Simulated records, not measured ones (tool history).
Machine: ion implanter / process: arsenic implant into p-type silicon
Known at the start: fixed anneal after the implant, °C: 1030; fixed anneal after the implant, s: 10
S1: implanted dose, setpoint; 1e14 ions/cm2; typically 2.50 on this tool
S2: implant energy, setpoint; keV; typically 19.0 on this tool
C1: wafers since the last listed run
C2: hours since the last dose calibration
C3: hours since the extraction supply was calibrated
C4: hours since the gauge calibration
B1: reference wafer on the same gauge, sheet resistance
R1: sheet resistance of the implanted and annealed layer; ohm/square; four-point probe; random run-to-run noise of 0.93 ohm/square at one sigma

{"run": 1, "hour": 0.0, "S1": 2.35, "S2": 21.5, "C1": 0, "C2": 1207.1, "C3": 4814.2, "C4": 1276.9, "B1": 379.31, "R1": 358.3}
{"run": 2, "hour": 100.4, "S1": 2.35, "S2": 21.5, "C1": 1388, "C2": 1307.5, "C3": 4914.6, "C4": 1377.3, "B1": 379.05, "R1": 359.71}
{"run": 3, "hour": 201.0, "S1": 2.35, "S2": 21.5, "C1": 1391, "C2": 1408.1, "C3": 5015.2, "C4": 1477.9, "B1": 378.87, "R1": 360.18}
{"run": 4, "hour": 245.1, "S1": 2.5, "S2": 23.5, "C1": 610, "C2": 1452.2, "C3": 5059.3, "C4": 1522.0, "B1": 378.71, "R1": 338.37}
{"run": 5, "hour": 287.9, "S1": 2.5, "S2": 23.5, "C1": 592, "C2": 1495.0, "C3": 5102.1, "C4": 1564.8, "B1": 379.11, "R1": 338.18}
{"run": 6, "hour": 326.5, "S1": 2.5, "S2": 19.0, "C1": 534, "C2": 1533.6, "C3": 5140.7, "C4": 1603.4, "B1": 379.12, "R1": 348.71}
{"run": 7, "hour": 372.1, "S1": 2.5, "S2": 19.0, "C1": 630, "C2": 1579.2, "C3": 5186.3, "C4": 1649.0, "B1": 379.12, "R1": 346.52}
{"run": 8, "hour": 420.4, "S1": 2.5, "S2": 19.0, "C1": 668, "C2": 1627.5, "C3": 5234.6, "C4": 1697.3, "B1": 378.8, "R1": 347.76}
{"run": 9, "hour": 607.8, "S1": 2.5, "S2": 14.5, "C1": 2592, "C2": 1814.9, "C3": 5422.0, "C4": 1884.7, "B1": 379.34, "R1": 359.46}
{"run": 10, "hour": 676.3, "S1": 2.5, "S2": 14.5, "C1": 947, "C2": 1883.4, "C3": 5490.5, "C4": 1953.2, "B1": 379.06, "R1": 359.92}
{"hour": 824.9, "done": "Faraday cup replaced and dose calibrated"}
{"run": 11, "hour": 825.4, "S1": 2.5, "S2": 19.0, "C1": 1952, "C2": 0.5, "C3": 5639.6, "C4": 2102.3, "B1": 378.99, "R1": 352.12}
{"run": 12, "hour": 925.6, "S1": 2.5, "S2": 16.5, "C1": 1386, "C2": 100.7, "C3": 5739.8, "C4": 2202.5, "B1": 378.62, "R1": 357.9}
{"run": 13, "hour": 1020.1, "S1": 2.5, "S2": 16.5, "C1": 1307, "C2": 195.2, "C3": 5834.3, "C4": 2297.0, "B1": 379.09, "R1": 359.67}
{"run": 14, "hour": 1097.2, "S1": 2.5, "S2": 16.5, "C1": 1066, "C2": 272.3, "C3": 5911.4, "C4": 2374.1, "B1": 379.1, "R1": 360.04}
{"run": 15, "hour": 1168.4, "S1": 2.5, "S2": 19.0, "C1": 985, "C2": 343.5, "C3": 5982.6, "C4": 2445.3, "B1": 379.07, "R1": 353.58}
{"run": 16, "hour": 1250.9, "S1": 2.5, "S2": 19.0, "C1": 1141, "C2": 426.0, "C3": 6065.1, "C4": 2527.8, "B1": 379.08, "R1": 352.56}
{"run": 17, "hour": 1435.6, "S1": 2.5, "S2": 14.5, "C1": 2555, "C2": 610.7, "C3": 6249.8, "C4": 2712.5, "B1": 379.26, "R1": 363.06}
{"hour": 1504.9, "done": "gauge calibrated"}
{"run": 18, "hour": 1538.8, "S1": 2.91, "S2": 19.0, "C1": 1427, "C2": 713.9, "C3": 6353.0, "C4": 33.9, "B1": 378.94, "R1": 315.71}
{"run": 19, "hour": 1595.3, "S1": 2.76, "S2": 19.0, "C1": 781, "C2": 770.4, "C3": 6409.5, "C4": 90.4, "B1": 379.01, "R1": 327.0}
{"hour": 1609.1, "done": "extraction supply calibrated"}
{"run": 20, "hour": 1671.2, "S1": 3.14, "S2": 19.0, "C1": 939, "C2": 846.3, "C3": 62.1, "C4": 166.3, "B1": 379.1, "R1": 296.71}
{"run": 21, "hour": 1740.5, "S1": 2.89, "S2": 14.0, "C1": 958, "C2": 915.6, "C3": 131.4, "C4": 235.6, "B1": 378.87, "R1": 326.56}
{"run": 22, "hour": 1818.3, "S1": 2.71, "S2": 23.0, "C1": 1076, "C2": 993.4, "C3": 209.2, "C4": 313.4, "B1": 379.03, "R1": 322.76}
{"run": 23, "hour": 1962.4, "S1": 2.71, "S2": 23.0, "C1": 1993, "C2": 1137.5, "C3": 353.3, "C4": 457.5, "B1": 379.32, "R1": 322.13}
{"run": 24, "hour": 2004.2, "S1": 1.92, "S2": 19.0, "C1": 578, "C2": 1179.3, "C3": 395.1, "C4": 499.3, "B1": 378.95, "R1": 427.01}
{"run": 25, "hour": 2060.3, "S1": 2.5, "S2": 19.0, "C1": 776, "C2": 1235.4, "C3": 451.2, "C4": 555.4, "B1": 378.68, "R1": 350.17}
{"run": 26, "hour": 2100.9, "S1": 2.5, "S2": 13.0, "C1": 561, "C2": 1276.0, "C3": 491.8, "C4": 596.0, "B1": 379.0, "R1": 367.48}
{"run": 27, "hour": 2159.4, "S1": 2.22, "S2": 13.5, "C1": 809, "C2": 1334.5, "C3": 550.3, "C4": 654.5, "B1": 379.1, "R1": 398.93}
{"run": 28, "hour": 2244.1, "S1": 2.5, "S2": 19.0, "C1": 1171, "C2": 1419.2, "C3": 635.0, "C4": 739.2, "B1": 378.99, "R1": 349.89}
{"run": 29, "hour": 2290.2, "S1": 2.5, "S2": 21.0, "C1": 637, "C2": 1465.3, "C3": 681.1, "C4": 785.3, "B1": 378.99, "R1": 345.51}
{"run": 30, "hour": 2338.1, "S1": 2.78, "S2": 12.5, "C1": 662, "C2": 1513.2, "C3": 729.0, "C4": 833.2, "B1": 379.05, "R1": 340.07}
{"run": 31, "hour": 2416.5, "S1": 2.86, "S2": 17.0, "C1": 1084, "C2": 1591.6, "C3": 807.4, "C4": 911.6, "B1": 378.89, "R1": 321.12}
{"run": 32, "hour": 2470.6, "S1": 2.26, "S2": 22.0, "C1": 748, "C2": 1645.7, "C3": 861.5, "C4": 965.7, "B1": 379.11, "R1": 368.79}

Branching from run 32: 3 alternative next runs. What would each branch give?
{"run": "A", "hour": 2471.0, "S1": 2.5, "S2": 19.0, "C1": 5, "C2": 1646.1, "C3": 861.9, "C4": 966.1, "B1": "?", "R1": "?"}
{"run": "B", "hour": 2471.0, "S1": 2.5, "S2": 12.5, "C1": 5, "C2": 1646.1, "C3": 861.9, "C4": 966.1, "B1": "?", "R1": "?"}
{"run": "C", "hour": 2471.0, "S1": 3.16, "S2": 23.0, "C1": 5, "C2": 1646.1, "C3": 861.9, "C4": 966.1, "B1": "?", "R1": "?"}

run=A B1=378.94 R1=348.64
run=B B1=378.94 R1=366.58
run=C B1=378.94 R1=285.15
Had the tool no hidden state, the same runs would have come out as:
run=A R1=351.46
run=B R1=369.58
run=C R1=287.45
